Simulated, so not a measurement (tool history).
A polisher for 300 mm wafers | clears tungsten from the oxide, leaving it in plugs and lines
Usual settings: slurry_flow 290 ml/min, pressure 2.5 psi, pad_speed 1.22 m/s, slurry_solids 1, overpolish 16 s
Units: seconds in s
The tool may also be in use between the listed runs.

run,day,slurry_flow,pressure,pad_speed,slurry_solids,overpolish,wafers since the last listed run,wafers polished on this pad,hours since the slurry nozzle was cleaned,hours since the head pressure was calibrated,hours since the slurry blender was calibrated,hours since the slurry got fresh peroxide,"incoming thickness of the incoming film, nm",seconds
1,0,290,2.5,1.22,0.9,16,0,463,521.9,79.8,180.8,1,361.9,101.7
2,4.8,290,2.5,1.22,0.9,16,676,1140,637.1,195,296,116.2,360.9,99.8
3,6.25,290,2.5,1.22,1,16,204,1344,671.9,229.8,330.8,151,358.2,101.1
4,7.771,290,2.5,1.22,1,16,214,1558,708.4,266.3,367.3,187.5,363.1,103
# day 7.888: slurry blender recalibrated
# day 8.621: slurry nozzle cleaned
5,9.254,290,2.5,1.22,1,16,191,1750,15.2,301.9,32.8,223.1,360,102.4
6,10.917,290,2.5,1.22,1.1,16,234,1984,55.1,341.8,72.7,263,365.6,108.2
# day 11.488: worn pad replaced by a new one
# day 11.667: slurry tank refilled with fresh slurry and peroxide, repeated, since the last time left the tool worse
7,13.908,290,2.5,1.22,1.1,16,392,334,126.9,413.6,144.5,53.8,363.2,84.6
8,16.008,290,2.5,1.22,0.8,16,295,630,177.3,464,194.9,104.2,358.4,89.3
9,18.633,290,2.5,1.22,1,9,369,1000,240.3,527,257.9,167.2,362.1,87.7
# day 19.554: head pressure recalibrated
# day 24.45: slurry blender recalibrated
# day 24.867: slurry tank refilled with fresh slurry and peroxide
10,26.038,370,2.5,1.22,1,16,1014,2014,418,155.6,38.1,28.1,353.7,80.3
# day 27.388: worn pad replaced by a new one
11,27.408,315,1.6,0.96,1.2,16,169,3,450.9,188.5,71,61,356.5,150.6
12,29.733,290,1.7,1.5,1.2,16,327,330,506.7,244.3,126.8,116.8,358.5,103.6
13,30.867,290,2,1.22,0.9,16,159,490,533.9,271.5,154,144,361.8,112.3
14,32.496,365,2.5,1.38,1,16,229,720,573,310.6,193.1,183.1,365.3,80.7
15,34.812,320,2.5,1.22,1.3,16,326,1046,628.6,366.2,248.7,238.7,362.5,87.3
16,37.246,260,1.7,1.22,0.75,16,342,1389,687,424.6,307.1,297.1,356.3,148.2
17,38.9,290,2.5,1.22,1,16,233,1622,726.7,464.3,346.8,336.8,360.6,91.6
# day 39.442: slurry tank refilled with fresh slurry and peroxide
# day 39.658: slurry nozzle cleaned
# day 40.179: slurry blender recalibrated
18,40.283,290,2.5,1.22,1.3,16,171,1794,15,497.5,2.5,20.2,364.3,79.7
# day 41.479: worn pad replaced by a new one
19,43.038,290,2.5,1.22,1.3,16,364,219,81.1,563.6,68.6,86.3,360.5,79.8
# day 43.738: head pressure recalibrated
20,45.988,290,2.5,1.22,1,16,403,623,151.9,54,139.4,157.1,361.6,89.6
21,48.904,290,2.5,1.22,1,16,411,1034,221.9,124,209.4,227.1,361.9,88.1
22,49.971,335,2.5,1.22,1,16,150,1185,247.5,149.6,235,252.7,363.2,91.8
23,52.321,290,2.5,1.22,1,16,331,1516,303.9,206,291.4,309.1,359.4,91.5
# day 54.012: worn pad replaced by a new one
24,54.533,290,2.5,1.22,1,16,288,73,357,259.1,344.5,362.2,365.4,96.3
# day 55.338: slurry tank refilled with fresh slurry and peroxide
# day 55.75: slurry blender recalibrated
25,56.396,360,2.5,1.56,1,16,244,318,401.7,303.8,15.5,25.4,360.2,71.1
26,58.542,240,2.5,1.64,1,16,302,620,453.2,355.3,67,76.9,355.3,71.7

Hidden state or all else? Some run-to-run changes of seconds, split into what the settings, what came in and random variation would give without the hidden state, and what is left for the hidden state (with any gauge scatter that isn't in both results):
The hidden state here: removal rate lost through wear of the pad, %; slurry flow missing at the pad, %; deviation of the head's pressure from its setpoint, %; abrasive missing from the slurry, %; peroxide lost from the slurry, %.
Run 6 -> 7: worn pad replaced by a new one, slurry tank refilled with fresh slurry and peroxide, repeated, since the last time left the tool worse. seconds -23.6 s: hidden state -22.7, all else -0.9.
Run 10 -> 11: slurry_flow 370 -> 315, pressure 2.5 -> 1.6, pad_speed 1.22 -> 0.96, slurry_solids 1 -> 1.2, worn pad replaced by a new one. seconds +70.3 s: hidden state +1.2, all else +69.1.
Run 15 -> 16: slurry_flow 320 -> 260, pressure 2.5 -> 1.7, slurry_solids 1.3 -> 0.75. seconds +60.9 s: hidden state +7.1, all else +53.8.
Run 24 -> 25: slurry_flow 290 -> 360, pad_speed 1.22 -> 1.56, slurry tank refilled with fresh slurry and peroxide, slurry blender recalibrated. seconds -25.2 s: hidden state -9.5, all else -15.7.
